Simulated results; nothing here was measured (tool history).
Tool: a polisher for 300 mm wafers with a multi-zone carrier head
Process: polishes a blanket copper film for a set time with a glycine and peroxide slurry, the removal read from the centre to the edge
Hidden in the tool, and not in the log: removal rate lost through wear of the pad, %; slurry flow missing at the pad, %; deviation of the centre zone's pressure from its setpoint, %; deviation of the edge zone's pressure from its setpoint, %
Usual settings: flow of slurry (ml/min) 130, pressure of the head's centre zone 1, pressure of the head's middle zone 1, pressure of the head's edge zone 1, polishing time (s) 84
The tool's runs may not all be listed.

run,day,flow of slurry (ml/min),pressure of the head's centre zone,pressure of the head's middle zone,pressure of the head's edge zone,polishing time (s),wafers since the last listed run,wafers polished on this pad,hours since the slurry nozzle was cleaned,hours since the centre zone pressure was calibrated,hours since the edge zone pressure was calibrated,hours since the carrier head's membrane was replaced,"incoming thickness of the incoming film, nm",film removed at the wafer's centre (nm),film removed at mid-radius (nm),film removed at the wafer's edge (nm)
1,0,130,1,1,1,84,0,4961,33.9,15.4,144.8,80.4,2317.7,576.5,595.9,598.6
# day 1.75: worn pad replaced by a new one
2,2.654,130,1,1.06,1,84,517,187,97.6,79.1,208.5,144.1,2291.5,588.2,604.9,600.6
3,15.021,130,1,1,1,99,2571,2759,394.4,375.9,505.3,440.9,2274.1,726.9,693.2,710.6
4,17.029,130,1,1,1,84,417,3177,442.6,424.1,553.5,489.1,2317.2,619.3,599.4,591
5,20.954,130,1,1,1,84,816,3993,536.8,518.3,647.7,583.3,2300,633.7,583.4,598.1
# day 22.954: edge zone pressure recalibrated
6,23.846,110,0.94,1.07,1,84,584,4577,606.2,587.7,21.4,652.7,2337.9,570.6,589.7,580.2
7,26.229,95,1.11,0.89,1,67,495,5073,663.4,644.9,78.6,709.9,2291,510.4,404.9,456.6
8,29.629,105,0.92,0.9,0.96,84,707,5780,745,726.5,160.2,791.5,2343.1,562.1,525.3,572.1
# day 30.008: slurry nozzle cleaned
9,31.179,130,1,1.11,0.92,100,313,6093,28.1,763.7,197.4,828.7,2341.3,741.3,772.7,687.6
# day 31.767: worn pad replaced by a new one
10,32.95,170,1.06,1,1,73,333,245,70.6,806.2,239.9,871.2,2332.9,606,552.2,538.5
# day 35.533: centre zone pressure recalibrated
11,35.938,165,0.89,1,1.05,66,603,849,142.3,9.7,311.6,942.9,2292.9,419.9,482,495.7
12,39.762,130,1,1.03,1,84,795,1645,234.1,101.5,403.4,1034.7,2278.8,601,597.3,597.7
13,43.475,130,1.06,1,1.03,84,772,2417,323.2,190.6,492.5,1123.8,2328.8,628.5,574.2,602
14,46.629,130,1,1,0.9,84,655,3073,398.9,266.3,568.2,1199.5,2292.7,611,599.8,574.3
15,48.525,85,1,1,1,58,394,3467,444.4,311.8,613.7,1245,2313.3,387.1,373.9,385.6
# day 52.642: edge zone pressure recalibrated
16,52.704,130,1.1,1,1,84,851,4319,544.7,412.1,1.5,1345.3,2283.3,690.2,590.9,597.6
17,56.833,100,1,1.03,1,84,858,5177,643.8,511.2,100.6,1444.4,2286.1,596.5,569.3,580.8
# day 58.246: slurry nozzle cleaned
# day 59.971: worn pad replaced by a new one
18,60.129,130,1.11,1,0.94,84,642,32,45.2,590.3,179.7,1523.5,2323.7,685.3,571.7,590.3
19,64.058,130,1,1,1,84,817,849,139.5,684.6,274,1617.8,2312.6,629.2,588.1,591.5
20,65.8,130,1,1,1.04,84,362,1211,181.3,726.4,315.8,1659.6,2339.2,636.7,591.8,620.4
21,68.567,130,0.97,1,1,84,575,1787,247.7,792.8,382.2,1726,2328.8,606.2,596.3,599.4

5 ways to go on from here, each from the tool as it stands after run 21. What would each give?
A,68.583,130,1,1,1,84,3,1790,248.1,793.2,382.6,1726.4,2289.1,?,?,?
B,68.583,155,0.89,1,1,84,3,1790,248.1,793.2,382.6,1726.4,2289.1,?,?,?
C,68.583,85,0.96,0.94,1.05,84,3,1790,248.1,793.2,382.6,1726.4,2289.1,?,?,?
D,68.583,130,0.95,1.07,0.89,109,3,1790,248.1,793.2,382.6,1726.4,2289.1,?,?,?
E,68.583,105,1,0.9,1,84,3,1790,248.1,793.2,382.6,1726.4,2289.1,?,?,?

run,film removed at the wafer's centre (nm),film removed at mid-radius (nm),film removed at the wafer's edge (nm)
A,638.3,596.4,600.4
B,588.6,615.7,613.8
C,550.3,518,576.3
D,787.2,816.7,740.6
E,606.9,526.2,583.3
Without the tool's hidden state the same runs would have given:
run,film removed at the wafer's centre (nm),film removed at mid-radius (nm),film removed at the wafer's edge (nm)
A,581.6,596.7,600.4
B,535.8,615.9,613.8
C,501.3,518.3,576.3
D,716.9,817.1,740.6
E,552.9,526.5,583.3
